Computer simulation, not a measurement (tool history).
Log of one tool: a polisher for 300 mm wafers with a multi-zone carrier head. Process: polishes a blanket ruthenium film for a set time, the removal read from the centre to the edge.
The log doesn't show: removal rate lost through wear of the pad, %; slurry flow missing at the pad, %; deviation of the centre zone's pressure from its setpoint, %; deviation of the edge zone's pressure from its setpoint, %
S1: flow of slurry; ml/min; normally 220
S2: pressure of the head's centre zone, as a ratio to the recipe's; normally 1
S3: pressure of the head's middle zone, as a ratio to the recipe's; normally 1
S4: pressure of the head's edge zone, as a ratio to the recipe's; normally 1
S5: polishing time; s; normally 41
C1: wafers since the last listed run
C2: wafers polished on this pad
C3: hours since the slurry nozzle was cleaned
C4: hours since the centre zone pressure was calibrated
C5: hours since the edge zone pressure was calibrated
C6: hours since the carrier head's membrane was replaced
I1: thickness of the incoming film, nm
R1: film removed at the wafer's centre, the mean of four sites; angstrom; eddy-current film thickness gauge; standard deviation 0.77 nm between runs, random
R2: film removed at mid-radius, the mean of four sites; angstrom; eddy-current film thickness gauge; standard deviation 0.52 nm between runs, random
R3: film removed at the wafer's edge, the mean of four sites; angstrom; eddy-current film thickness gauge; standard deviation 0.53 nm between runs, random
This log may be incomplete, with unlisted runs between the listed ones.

run,hour,S1,S2,S3,S4,S5,C1,C2,C3,C4,C5,C6,I1,R1,R2,R3
1,0,195,1,0.91,1,41,0,590,53.5,83.3,69.6,993.8,255.3,523,492,549
2,12.9,220,0.96,1,1,41,148,739,66.4,96.2,82.5,1006.7,246.9,519,535,544
3,25.1,195,0.89,1,1.1,28,140,880,78.6,108.4,94.7,1018.9,248.7,326,360,391
4,35.7,265,1,1.05,1,45,122,1002,89.2,119,105.3,1029.5,246.9,587,601,599
5,48.2,220,1,1,1,41,144,1146,101.7,131.5,117.8,1042,250.2,514,522,540
# hour 52.9: worn pad replaced by a new one
6,65.9,220,1,1,1,41,157,150,119.4,149.2,135.5,1059.7,251.4,554,548,567
7,77.5,220,1.07,1.07,1,49,133,283,131,160.8,147.1,1071.3,248.4,696,705,677
8,94.1,275,1.11,1,1,41,191,475,147.6,177.4,163.7,1087.9,250.3,573,552,568
# hour 101.4: carrier head's membrane replaced by a new one
9,108.5,220,1,1,1,35,108,583,162,191.8,178.1,7.1,248.2,456,466,479
10,114.7,250,0.95,1.04,0.9,41,71,655,168.2,198,184.3,13.3,251.3,538,558,531
11,127.1,175,0.94,1,1.08,45,142,798,180.6,210.4,196.7,25.7,247.2,550,580,620
12,139,250,1,1,1.07,31,137,935,192.5,222.3,208.6,37.6,251.8,406,406,427
13,147.1,290,1.09,1,1,50,93,1028,200.6,230.4,216.7,45.7,251,696,655,680
14,163.2,220,1,1,1,54,185,1214,216.7,246.5,232.8,61.8,250.6,682,687,719
15,173.2,220,1,1,1,29,115,1329,226.7,256.5,242.8,71.8,248.8,374,370,381
# hour 178.5: worn pad replaced by a new one
16,187.7,220,1,1,1.05,41,121,105,241.2,271,257.3,86.3,250.5,553,553,593
17,200.1,220,0.92,1,1,41,142,248,253.6,283.4,269.7,98.7,249.9,506,566,568
18,217.5,190,0.94,1,0.96,41,200,449,271,300.8,287.1,116.1,250,505,540,541
19,232,220,1,1,1,41,167,616,285.5,315.3,301.6,130.6,248.6,540,541,557
20,244.3,220,1,1,1,41,141,758,297.8,327.6,313.9,142.9,245.7,543,532,555
21,254.3,220,1.06,1,1,41,115,873,307.8,337.6,323.9,152.9,251.7,564,547,562
22,263.7,275,1.11,1,1,41,108,982,317.2,347,333.3,162.3,250.2,571,550,561

For each run, what was the tool's unlogged condition?
slurry flow missing at the pad, %: 0, the same for each run
deviation of the centre zone's pressure from its setpoint, %: 0, the same for each run
deviation of the edge zone's pressure from its setpoint, %: 0, the same for each run
H1: removal rate lost through wear of the pad, %
run,H1
1,4.18
2,4.86
3,5.51
4,6.07
5,6.73
6,1.19
7,1.81
8,2.68
9,3.45
10,3.77
11,4.43
12,5.06
13,5.48
14,6.34
15,6.86
16,0.556
17,1.21
18,2.13
19,2.9
20,3.55
21,4.07
22,4.57

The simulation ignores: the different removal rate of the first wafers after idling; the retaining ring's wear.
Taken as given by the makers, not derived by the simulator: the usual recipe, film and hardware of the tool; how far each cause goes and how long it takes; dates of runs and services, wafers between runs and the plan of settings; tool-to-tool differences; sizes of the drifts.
